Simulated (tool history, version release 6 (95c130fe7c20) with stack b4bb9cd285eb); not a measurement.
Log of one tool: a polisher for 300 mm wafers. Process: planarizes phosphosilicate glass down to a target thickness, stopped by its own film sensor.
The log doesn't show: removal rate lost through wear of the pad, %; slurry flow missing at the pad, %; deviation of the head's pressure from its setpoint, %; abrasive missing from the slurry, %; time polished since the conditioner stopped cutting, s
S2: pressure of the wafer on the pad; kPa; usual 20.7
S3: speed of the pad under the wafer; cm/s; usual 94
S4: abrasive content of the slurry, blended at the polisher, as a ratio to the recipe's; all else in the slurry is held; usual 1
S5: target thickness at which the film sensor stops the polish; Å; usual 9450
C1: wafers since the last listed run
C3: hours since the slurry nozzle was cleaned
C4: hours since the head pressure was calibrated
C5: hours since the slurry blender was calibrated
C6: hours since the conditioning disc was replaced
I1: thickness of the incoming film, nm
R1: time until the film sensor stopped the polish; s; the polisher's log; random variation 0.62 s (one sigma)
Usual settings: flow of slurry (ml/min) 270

{"run": 1, "hour": 0.0, "flow of slurry (ml/min)": 270, "S2": 20.7, "S3": 94, "S4": 1, "S5": 9450, "C1": 0, "wafers polished on this pad": 1128, "C3": 412.7, "C4": 363.3, "C5": 246.6, "C6": 259.7, "I1": 1466.2, "R1": 83.3}
{"run": 2, "hour": 30.4, "flow of slurry (ml/min)": 270, "S2": 20.7, "S3": 94, "S4": 1, "S5": 9450, "C1": 341, "wafers polished on this pad": 1469, "C3": 443.1, "C4": 393.7, "C5": 277, "C6": 290.1, "I1": 1478.7, "R1": 84.5}
{"run": 3, "hour": 71.4, "flow of slurry (ml/min)": 270, "S2": 20.7, "S3": 94, "S4": 1, "S5": 9450, "C1": 460, "wafers polished on this pad": 1930, "C3": 484.1, "C4": 434.7, "C5": 318, "C6": 331.1, "I1": 1449.7, "R1": 80.9}
{"hour": 87.2, "done": "conditioning disc replaced and pad reconditioned, repeated, since the last time left the tool worse"}
{"hour": 151.0, "done": "head pressure recalibrated"}
{"hour": 197.7, "done": "slurry blender recalibrated"}
{"run": 4, "hour": 240.1, "flow of slurry (ml/min)": 270, "S2": 20.7, "S3": 94, "S4": 1, "S5": 9450, "C1": 1827, "wafers polished on this pad": 3757, "C3": 652.8, "C4": 89.1, "C5": 42.4, "C6": 152.9, "I1": 1469.3, "R1": 71.2}
{"run": 5, "hour": 281.9, "flow of slurry (ml/min)": 340, "S2": 20.7, "S3": 104, "S4": 1.15, "S5": 8240, "C1": 469, "wafers polished on this pad": 4226, "C3": 694.6, "C4": 130.9, "C5": 84.2, "C6": 194.7, "I1": 1454, "R1": 73.5}
{"hour": 292.2, "done": "slurry nozzle cleaned"}
{"hour": 300.5, "done": "worn pad replaced by a new one"}
{"run": 6, "hour": 346.3, "flow of slurry (ml/min)": 235, "S2": 15.2, "S3": 94, "S4": 1.2, "S5": 10240, "C1": 667, "wafers polished on this pad": 514, "C3": 54.1, "C4": 195.3, "C5": 148.6, "C6": 259.1, "I1": 1484, "R1": 79.6}
{"run": 7, "hour": 414.2, "flow of slurry (ml/min)": 270, "S2": 20.7, "S3": 94, "S4": 1, "S5": 10600, "C1": 762, "wafers polished on this pad": 1276, "C3": 122, "C4": 263.2, "C5": 216.5, "C6": 327, "I1": 1467.4, "R1": 57.7}
{"run": 8, "hour": 441.2, "flow of slurry (ml/min)": 270, "S2": 17.2, "S3": 94, "S4": 0.9, "S5": 9450, "C1": 303, "wafers polished on this pad": 1579, "C3": 149, "C4": 290.2, "C5": 243.5, "C6": 354, "I1": 1475.9, "R1": 93.9}
{"hour": 501.7, "done": "conditioning disc replaced and pad reconditioned"}
{"run": 9, "hour": 560.4, "flow of slurry (ml/min)": 270, "S2": 20.7, "S3": 94, "S4": 1, "S5": 9450, "C1": 1316, "wafers polished on this pad": 2896, "C3": 268.2, "C4": 409.4, "C5": 362.7, "C6": 58.7, "I1": 1483.9, "R1": 72.7}
{"run": 10, "hour": 607.7, "flow of slurry (ml/min)": 270, "S2": 20.7, "S3": 94, "S4": 0.9, "S5": 9450, "C1": 531, "wafers polished on this pad": 3427, "C3": 315.5, "C4": 456.7, "C5": 410, "C6": 106, "I1": 1473.7, "R1": 73.2}
{"run": 11, "hour": 646.5, "flow of slurry (ml/min)": 270, "S2": 20.7, "S3": 122, "S4": 1, "S5": 9450, "C1": 435, "wafers polished on this pad": 3862, "C3": 354.3, "C4": 495.5, "C5": 448.8, "C6": 144.8, "I1": 1451, "R1": 54.8}
{"hour": 671.1, "done": "slurry blender recalibrated"}
{"hour": 698.4, "done": "head pressure recalibrated"}
{"run": 12, "hour": 698.9, "flow of slurry (ml/min)": 270, "S2": 20.7, "S3": 94, "S4": 1, "S5": 9450, "C1": 543, "wafers polished on this pad": 4406, "C3": 406.7, "C4": 0.5, "C5": 27.8, "C6": 197.2, "I1": 1475.8, "R1": 72.7}
{"run": 13, "hour": 747.2, "flow of slurry (ml/min)": 270, "S2": 20.7, "S3": 68, "S4": 1, "S5": 9450, "C1": 542, "wafers polished on this pad": 4948, "C3": 455, "C4": 48.8, "C5": 76.1, "C6": 245.5, "I1": 1489.6, "R1": 96.6}
{"run": 14, "hour": 799.7, "flow of slurry (ml/min)": 270, "S2": 20.7, "S3": 94, "S4": 1, "S5": 9450, "C1": 589, "wafers polished on this pad": 5538, "C3": 507.5, "C4": 101.3, "C5": 128.6, "C6": 298, "I1": 1468.8, "R1": 71.5}
{"hour": 810.2, "done": "worn pad replaced by a new one"}
{"run": 15, "hour": 849.1, "flow of slurry (ml/min)": 210, "S2": 22.8, "S3": 94, "S4": 0.8, "S5": 9450, "C1": 509, "wafers polished on this pad": 436, "C3": 556.9, "C4": 150.7, "C5": 178, "C6": 347.4, "I1": 1460.3, "R1": 74.8}
{"run": 16, "hour": 890.4, "flow of slurry (ml/min)": 355, "S2": 20.7, "S3": 94, "S4": 1, "S5": 9450, "C1": 463, "wafers polished on this pad": 900, "C3": 598.2, "C4": 192, "C5": 219.3, "C6": 388.7, "I1": 1476.2, "R1": 74.6}
{"hour": 954.4, "done": "conditioning disc replaced and pad reconditioned"}
{"run": 17, "hour": 961.8, "flow of slurry (ml/min)": 205, "S2": 13.8, "S3": 94, "S4": 1.25, "S5": 9450, "C1": 779, "wafers polished on this pad": 1680, "C3": 669.6, "C4": 263.4, "C5": 290.7, "C6": 7.4, "I1": 1479.2, "R1": 99.7}
{"hour": 966.6, "done": "slurry nozzle cleaned"}
{"run": 18, "hour": 991.6, "flow of slurry (ml/min)": 270, "S2": 20.7, "S3": 94, "S4": 1, "S5": 9450, "C1": 323, "wafers polished on this pad": 2003, "C3": 25, "C4": 293.2, "C5": 320.5, "C6": 37.2, "I1": 1480, "R1": 71.5}
{"run": 19, "hour": 1021.0, "flow of slurry (ml/min)": 270, "S2": 20.7, "S3": 94, "S4": 0.8, "S5": 9450, "C1": 330, "wafers polished on this pad": 2333, "C3": 54.4, "C4": 322.6, "C5": 349.9, "C6": 66.6, "I1": 1509.8, "R1": 84.1}
{"run": 20, "hour": 1055.3, "flow of slurry (ml/min)": 190, "S2": 14.5, "S3": 94, "S4": 1, "S5": 9450, "C1": 385, "wafers polished on this pad": 2718, "C3": 88.7, "C4": 356.9, "C5": 384.2, "C6": 100.9, "I1": 1481.7, "R1": 106.4}
{"hour": 1095.0, "done": "slurry blender recalibrated"}
{"run": 21, "hour": 1103.4, "flow of slurry (ml/min)": 270, "S2": 20.7, "S3": 94, "S4": 0.8, "S5": 9450, "C1": 517, "wafers polished on this pad": 3236, "C3": 136.8, "C4": 405, "C5": 8.4, "C6": 149, "I1": 1484.9, "R1": 80.9}
{"run": 22, "hour": 1168.0, "flow of slurry (ml/min)": 270, "S2": 20.7, "S3": 94, "S4": 1, "S5": 9450, "C1": 725, "wafers polished on this pad": 3962, "C3": 201.4, "C4": 469.6, "C5": 73, "C6": 213.6, "I1": 1476.7, "R1": 73.1}
{"run": 23, "hour": 1205.4, "flow of slurry (ml/min)": 270, "S2": 20.7, "S3": 94, "S4": 1, "S5": 9450, "C1": 419, "wafers polished on this pad": 4382, "C3": 238.8, "C4": 507, "C5": 110.4, "C6": 251, "I1": 1492.3, "R1": 75.8}
{"hour": 1209.5, "done": "worn pad replaced by a new one"}
{"run": 24, "hour": 1276.1, "flow of slurry (ml/min)": 360, "S2": 20.7, "S3": 62, "S4": 0.9, "S5": 10600, "C1": 749, "wafers polished on this pad": 747, "C3": 309.5, "C4": 577.7, "C5": 181.1, "C6": 321.7, "I1": 1485, "R1": 82.5}
{"hour": 1278.4, "done": "head pressure recalibrated"}
{"run": 25, "hour": 1313.5, "flow of slurry (ml/min)": 270, "S2": 17.9, "S3": 126, "S4": 1, "S5": 9450, "C1": 397, "wafers polished on this pad": 1144, "C3": 346.9, "C4": 35.1, "C5": 218.5, "C6": 359.1, "I1": 1466.6, "R1": 67.7}

Some steps in R1 between neighbouring runs. How much of each would the tool show without its hidden state too (settings, what came in, random variation), and how much is left for the hidden state, with any gauge scatter that isn't in both results?
Run 3 -> 4: conditioning disc replaced and pad reconditioned, repeated, since the last time left the tool worse, head pressure recalibrated, slurry blender recalibrated. R1 -9.7 s: hidden state -12.3, all else +2.6.
Run 7 -> 8: S2 20.7 -> 17.2, S4 1 -> 0.9, S5 10600 -> 9450. R1 +36.2 s: hidden state +1.6, all else +34.6.
Run 8 -> 9: S2 17.2 -> 20.7, S4 0.9 -> 1, conditioning disc replaced and pad reconditioned. R1 -21.2 s: hidden state -4.1, all else -17.1.
Run 17 -> 18: flow of slurry (ml/min) 205 -> 270, S2 13.8 -> 20.7, S4 1.25 -> 1, slurry nozzle cleaned. R1 -28.2 s: hidden state +0, all else -28.2.

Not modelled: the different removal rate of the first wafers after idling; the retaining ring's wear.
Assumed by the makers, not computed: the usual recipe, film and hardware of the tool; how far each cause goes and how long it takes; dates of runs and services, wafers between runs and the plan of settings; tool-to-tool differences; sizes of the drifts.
